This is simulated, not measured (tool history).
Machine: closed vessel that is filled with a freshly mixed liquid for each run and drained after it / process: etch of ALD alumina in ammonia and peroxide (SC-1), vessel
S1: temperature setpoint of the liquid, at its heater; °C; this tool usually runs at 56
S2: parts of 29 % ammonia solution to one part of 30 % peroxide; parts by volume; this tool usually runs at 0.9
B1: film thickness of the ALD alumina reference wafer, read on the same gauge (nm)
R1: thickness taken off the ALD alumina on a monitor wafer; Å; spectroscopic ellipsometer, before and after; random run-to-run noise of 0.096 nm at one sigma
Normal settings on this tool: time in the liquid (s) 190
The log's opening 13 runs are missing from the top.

Run 14, day 9.429: usual settings but S2 0.65 parts by volume, time in the liquid (s) 145; B1 80.04. Result: R1 152.1 Å.
Run 15, day 9.792: usual settings but time in the liquid (s) 140; B1 80. Result: R1 151.1 Å.
Run 16, day 10.083: usual settings; B1 79.98. Result: R1 205.6 Å.
Run 17, day 10.454: usual settings but S1 65 °C, S2 0.55 parts by volume, time in the liquid (s) 140; B1 79.98. Result: R1 227.2 Å.
Run 18, day 11.146: usual settings but S2 1.15 parts by volume; B1 79.97. Result: R1 210.2 Å.
Run 19, day 11.471: usual settings but S1 49 °C; B1 79.99. Result: R1 140.4 Å.
Run 20, day 11.838: usual settings but S1 49 °C; B1 80.01. Result: R1 140 Å.
At day 12.204: gauge calibrated.
Run 21, day 12.488: usual settings but S2 1.1 parts by volume; B1 80. Result: R1 208.7 Å.
Run 22, day 13.229: usual settings but S1 47 °C, S2 1.2 parts by volume, time in the liquid (s) 260; B1 80.01. Result: R1 177.7 Å.
At day 13.629: new drum of ammonia solution connected.
Run 23, day 13.938: usual settings but S2 1.2 parts by volume, time in the liquid (s) 260; B1 79.95. Result: R1 289.4 Å.
Run 24, day 14.65: usual settings but S1 64.5 °C, S2 0.75 parts by volume, time in the liquid (s) 95; B1 79.98. Result: R1 156.2 Å.
Run 25, day 14.938: usual settings but S1 47 °C, S2 0.75 parts by volume; B1 79.98. Result: R1 125.9 Å.
Run 26, day 15.275: usual settings but S1 48.5 °C, time in the liquid (s) 150; B1 79.98. Result: R1 108.8 Å.
Run 27, day 15.875: usual settings; B1 80.03. Result: R1 208 Å.
Run 28, day 16.596: usual settings; B1 80. Result: R1 207.5 Å.
Run 29, day 17.3: usual settings but S2 0.7 parts by volume, time in the liquid (s) 235; B1 79.98. Result: R1 252.3 Å.
Run 30, day 17.675: usual settings; B1 80.02. Result: R1 208.5 Å.

Below are 3 alternative next runs, each starting from the tool's condition after run 30. Predict each:
Run A, day 17.704: usual settings; B1 ?. Result: R1 ?.
Run B, day 17.704: usual settings but time in the liquid (s) 75; B1 ?. Result: R1 ?.
Run C, day 17.704: usual settings but S1 46 °C; B1 ?. Result: R1 ?.

run     B1     R1
  A  79.99  207.7
  B  79.99     82
  C  79.99  120.6
What these runs would have given with no unlogged condition in the tool:
run     R1
  A    200
  B   78.9
  C  115.8
